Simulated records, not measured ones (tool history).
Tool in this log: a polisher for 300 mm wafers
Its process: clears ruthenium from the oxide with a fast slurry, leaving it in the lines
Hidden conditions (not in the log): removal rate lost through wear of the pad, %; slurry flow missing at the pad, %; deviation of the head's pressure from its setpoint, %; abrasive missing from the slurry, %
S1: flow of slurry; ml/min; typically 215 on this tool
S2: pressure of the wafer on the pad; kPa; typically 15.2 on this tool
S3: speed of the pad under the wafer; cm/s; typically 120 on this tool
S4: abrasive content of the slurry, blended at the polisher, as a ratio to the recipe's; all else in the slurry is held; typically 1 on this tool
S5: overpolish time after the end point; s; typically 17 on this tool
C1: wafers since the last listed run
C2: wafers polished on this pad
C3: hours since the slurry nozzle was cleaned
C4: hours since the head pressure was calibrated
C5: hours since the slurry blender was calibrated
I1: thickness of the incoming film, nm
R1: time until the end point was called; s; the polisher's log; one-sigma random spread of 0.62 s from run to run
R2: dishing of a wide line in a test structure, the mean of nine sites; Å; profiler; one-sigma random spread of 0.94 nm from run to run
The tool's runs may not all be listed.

run,hour,S1,S2,S3,S4,S5,C1,C2,C3,C4,C5,I1,R1,R2
1,0,195,15.2,120,1,12,0,332,631.7,1114.3,268.5,271.5,81,331
2,14.3,195,15.2,120,1,12,114,447,646,1128.6,282.8,264.7,79.8,333
3,62.3,215,13.1,120,1,17,385,833,694,1176.6,330.8,265.5,91.4,406
# hour 105: slurry nozzle cleaned
4,109.6,215,13.1,120,1,17,372,1206,4.6,1223.9,378.1,271,94.9,410
5,116.9,215,13.1,120,1,17,58,1264,11.9,1231.2,385.4,270,94.6,408
# hour 126.9: head pressure recalibrated
6,133.9,215,15.2,120,1.1,17,120,1385,28.9,7,402.4,270.6,66.3,513
7,146.4,215,15.2,120,1.1,17,100,1485,41.4,19.5,414.9,274.5,68.7,523
# hour 154.5: worn pad replaced by a new one
8,155,215,15.2,120,0.9,17,36,4,50,28.1,423.5,269.3,76.2,472
9,167,215,15.2,120,0.9,17,96,100,62,40.1,435.5,271.9,77.4,486
# hour 177.9: slurry blender recalibrated
10,178.4,215,15.2,90,1,17,75,176,73.4,51.5,0.5,266.3,95.1,400
11,188.6,215,15.2,98,1,17,82,258,83.6,61.7,10.7,267.5,85.7,423
12,205.3,270,17.2,120,1,17,134,392,100.3,78.4,27.4,270.5,62.6,551
13,223.2,235,15.2,134,0.7,8,143,536,118.2,96.3,45.3,270.6,81.5,228
14,231,215,20.7,120,0.8,21,62,598,126,104.1,53.1,271.2,61,686
15,241.4,215,15.2,120,1,17,83,682,136.4,114.5,63.5,269.9,72.5,481
16,258.3,280,15.2,88,1,17,135,818,153.3,131.4,80.4,266.4,95.8,385
17,272.6,245,15.2,120,1,17,114,933,167.6,145.7,94.7,273.6,71.9,497
18,281.7,215,15.2,158,1.2,17,73,1006,176.7,154.8,103.8,275,51,665
19,289.4,215,20.7,120,0.8,21,61,1068,184.4,162.5,111.5,268,60.8,649
20,306.5,215,17.9,102,1,17,137,1206,201.5,179.6,128.6,267,72,485

Exercise: give the hidden state of the tool at every run:
removal rate lost through wear of the pad, %: 0 in every run
slurry flow missing at the pad, %: 0 in every run
abrasive missing from the slurry, %: 0 in every run
H1: deviation of the head's pressure from its setpoint, %
run,H1
1,-10.4
2,-10.5
3,-11
4,-11.5
5,-11.5
6,0.836
7,0.713
8,0.628
9,0.509
10,0.397
11,0.296
12,0.131
13,-0.0457
14,-0.123
15,-0.226
16,-0.392
17,-0.534
18,-0.624
19,-0.7
20,-0.869
